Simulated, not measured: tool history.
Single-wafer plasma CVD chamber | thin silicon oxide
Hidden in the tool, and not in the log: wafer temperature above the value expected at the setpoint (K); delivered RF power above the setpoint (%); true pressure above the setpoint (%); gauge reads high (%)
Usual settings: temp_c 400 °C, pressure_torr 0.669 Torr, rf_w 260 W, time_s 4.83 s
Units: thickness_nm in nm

run	hour	temp_c	pressure_torr	rf_w	time_s	wafers since the last listed run	hours since the last thermocouple change	hours since the last RF generator calibration	hours since the last manometer calibration	hours since the showerhead was replaced	hours since the gauge calibration	read-back reference wafer on the same gauge, thickness_nm	thickness_nm
1	0.0	400	0.669	285	5.60	0	569.4	1297.3	2556.5	2898.6	110.4	7.871	7.783
2	27.9	400	0.669	285	5.60	1030	597.3	1325.2	2584.4	2926.5	138.3	7.873	7.790
3	57.8	400	0.669	260	4.83	1104	627.2	1355.1	2614.3	2956.4	168.2	7.873	6.504
4	92.9	400	0.669	260	4.83	1296	662.3	1390.2	2649.4	2991.5	203.3	7.869	6.470
5	105.1	400	0.669	260	4.83	450	674.5	1402.4	2661.6	3003.7	215.5	7.868	6.500
6	136.8	400	0.669	260	4.83	1171	706.2	1434.1	2693.3	3035.4	247.2	7.865	6.501
# hour 164.1: capacitance manometer re-zeroed and calibrated
7	167.7	400	0.669	260	4.83	846	737.1	1465.0	3.6	3066.3	278.1	7.874	6.519
8	202.9	400	0.669	260	4.83	1300	772.3	1500.2	38.8	3101.5	313.3	7.876	6.502
9	216.2	400	0.787	260	4.83	491	785.6	1513.5	52.1	3114.8	326.6	7.866	7.517
# hour 234.4: showerhead replaced
10	234.9	400	0.787	260	4.83	395	804.3	1532.2	70.8	0.5	345.3	7.868	7.506
# hour 251.5: RF generator calibrated
11	252.0	400	0.669	260	4.83	336	821.4	0.5	87.9	17.6	362.4	7.875	6.402
12	267.1	400	0.669	260	4.83	557	836.5	15.6	103.0	32.7	377.5	7.866	6.392
13	287.1	400	0.669	305	4.83	738	856.5	35.6	123.0	52.7	397.5	7.876	6.755
# hour 304.1: gauge calibrated
14	321.8	409	0.669	260	4.47	1282	891.2	70.3	157.7	87.4	17.7	7.863	5.872
# hour 342.2: RF generator calibrated, repeated, since the last time left the tool worse
15	351.5	400	0.775	245	4.83	801	920.9	9.3	187.4	117.1	47.4	7.871	7.396
# hour 375.3: thermocouple changed; heater temperature recalibrated
16	376.3	400	0.769	260	4.83	620	1.0	34.1	212.2	141.9	72.2	7.872	7.503
17	389.3	400	0.669	300	4.83	480	14.0	47.1	225.2	154.9	85.2	7.874	6.901
18	421.3	400	0.669	260	3.89	1182	46.0	79.1	257.2	186.9	117.2	7.877	5.342
19	440.6	400	0.669	240	4.83	713	65.3	98.4	276.5	206.2	136.5	7.870	6.436
20	452.9	400	0.669	260	4.83	454	77.6	110.7	288.8	218.5	148.8	7.869	6.601
21	485.0	407	0.765	240	4.05	1186	109.7	142.8	320.9	250.6	180.9	7.871	6.024
22	506.0	400	0.669	260	4.83	775	130.7	163.8	341.9	271.6	201.9	7.871	6.580
23	532.3	414	0.669	300	4.83	971	157.0	190.1	368.2	297.9	228.2	7.870	6.823

4 ways to go on from here, each from the tool as it stands after run 23. What would each give?
A	532.7	400	0.669	260	4.83	14	157.4	190.5	368.6	298.3	228.6	?	?
B	532.7	400	0.669	260	5.61	14	157.4	190.5	368.6	298.3	228.6	?	?
C	532.7	414	0.669	260	4.83	14	157.4	190.5	368.6	298.3	228.6	?	?
D	532.7	400	0.669	210	3.94	14	157.4	190.5	368.6	298.3	228.6	?	?

run	read-back reference wafer on the same gauge, thickness_nm	thickness_nm
A	7.866	6.590
B	7.866	7.652
C	7.866	6.521
D	7.866	4.996
Without the tool's hidden state the same runs would have given:
run	thickness_nm
A	6.631
B	7.700
C	6.562
D	5.030
